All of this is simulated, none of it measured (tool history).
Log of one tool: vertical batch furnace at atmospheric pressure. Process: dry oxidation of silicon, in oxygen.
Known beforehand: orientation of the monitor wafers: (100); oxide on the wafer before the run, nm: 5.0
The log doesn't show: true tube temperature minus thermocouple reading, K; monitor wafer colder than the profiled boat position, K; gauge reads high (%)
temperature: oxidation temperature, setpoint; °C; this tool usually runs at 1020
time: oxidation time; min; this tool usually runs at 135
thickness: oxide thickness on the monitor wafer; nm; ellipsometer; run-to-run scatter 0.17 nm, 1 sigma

| run | hour | temperature | time | wafers since the last listed run | hours since the last temperature calibration | hours since the boat lift was adjusted | hours since the gauge calibration | read-back reference wafer on the same gauge, thickness | thickness |
|---|---|---|---|---|---|---|---|---|---|
| 1 | 0 | 1020 | 135 | 0 | 2320.7 | 5124.2 | 214.5 | 92.02 | 117.92 |
| 2 | 18.3 | 1020 | 135 | 225 | 2339 | 5142.5 | 232.8 | 92.03 | 118.57 |
| 3 | 41.4 | 1020 | 135 | 284 | 2362.1 | 5165.6 | 255.9 | 92.05 | 118.35 |
| 4 | 65.9 | 1020 | 109.5 | 302 | 2386.6 | 5190.1 | 280.4 | 91.97 | 103.04 |
| 5 | 81.1 | 1020 | 166 | 187 | 2401.8 | 5205.3 | 295.6 | 91.97 | 136.11 |
| 6 | 95.9 | 1020 | 166 | 182 | 2416.6 | 5220.1 | 310.4 | 92.02 | 136.21 |
| 7 | 110.6 | 1020 | 113.5 | 181 | 2431.3 | 5234.8 | 325.1 | 92.01 | 105.51 |
| 8 | 134.5 | 1020 | 113.5 | 294 | 2455.2 | 5258.7 | 349 | 91.95 | 105.87 |
| 9 | 154.6 | 1033 | 88 | 247 | 2475.3 | 5278.8 | 369.1 | 91.99 | 100.37 |
| 10 | 181.1 | 1033 | 88 | 326 | 2501.8 | 5305.3 | 395.6 | 92.04 | 100.37 |
|  | 197.8 | gauge calibrated |
| 11 | 201.2 | 1033 | 88 | 247 | 2521.9 | 5325.4 | 3.4 | 92.02 | 100.54 |
| 12 | 215.4 | 999 | 191.5 | 175 | 2536.1 | 5339.6 | 17.6 | 92.02 | 125.01 |
| 13 | 242 | 1039 | 158.5 | 327 | 2562.7 | 5366.2 | 44.2 | 92.01 | 154.57 |
| 14 | 259.5 | 1043 | 69.5 | 215 | 2580.2 | 5383.7 | 61.7 | 91.99 | 93.75 |
|  | 307.3 | thermocouples replaced and temperature profile calibrated |
|  | 309.6 | boat lift adjusted |
| 15 | 310.1 | 1033 | 88 | 299 | 2.8 | 0.5 | 112.3 | 91.99 | 96.33 |
| 16 | 316.8 | 1032 | 93.5 | 82 | 9.5 | 7.2 | 119 | 92.01 | 99.4 |
| 17 | 325.8 | 1020 | 135 | 110 | 18.5 | 16.2 | 128 | 91.94 | 114.04 |
| 18 | 340.3 | 1020 | 135 | 178 | 33 | 30.7 | 142.5 | 92.01 | 113.98 |
| 19 | 351 | 1020 | 135 | 131 | 43.7 | 41.4 | 153.2 | 92.02 | 114.22 |
| 20 | 363.2 | 1028 | 91 | 150 | 55.9 | 53.6 | 165.4 | 92.03 | 94.33 |
| 21 | 375 | 1029 | 163 | 145 | 67.7 | 65.4 | 177.2 | 92.03 | 139.83 |
| 22 | 394 | 1010 | 135 | 234 | 86.7 | 84.4 | 196.2 | 91.97 | 104.26 |
| 23 | 420.9 | 1034 | 91.5 | 331 | 113.6 | 111.3 | 223.1 | 91.99 | 99.59 |

Consider 3 possible next runs. They are alternatives, not a sequence: every one starts from the tool as it was left by run 23. What does each give?
| A | 427.7 | 1020 | 135 | 83 | 120.4 | 118.1 | 229.9 | ? | ? |
| B | 427.7 | 1029 | 168.5 | 83 | 120.4 | 118.1 | 229.9 | ? | ? |
| C | 427.7 | 1032 | 161.5 | 83 | 120.4 | 118.1 | 229.9 | ? | ? |

| run | read-back reference wafer on the same gauge, thickness | thickness |
|---|---|---|
| A | 92.04 | 113.75 |
| B | 92.04 | 142.38 |
| C | 92.04 | 141.93 |
The same runs, with their run-to-run variation unchanged, on a tool lacking any hidden condition would have given:
| run | thickness |
|---|---|
| A | 113.71 |
| B | 142.34 |
| C | 141.88 |

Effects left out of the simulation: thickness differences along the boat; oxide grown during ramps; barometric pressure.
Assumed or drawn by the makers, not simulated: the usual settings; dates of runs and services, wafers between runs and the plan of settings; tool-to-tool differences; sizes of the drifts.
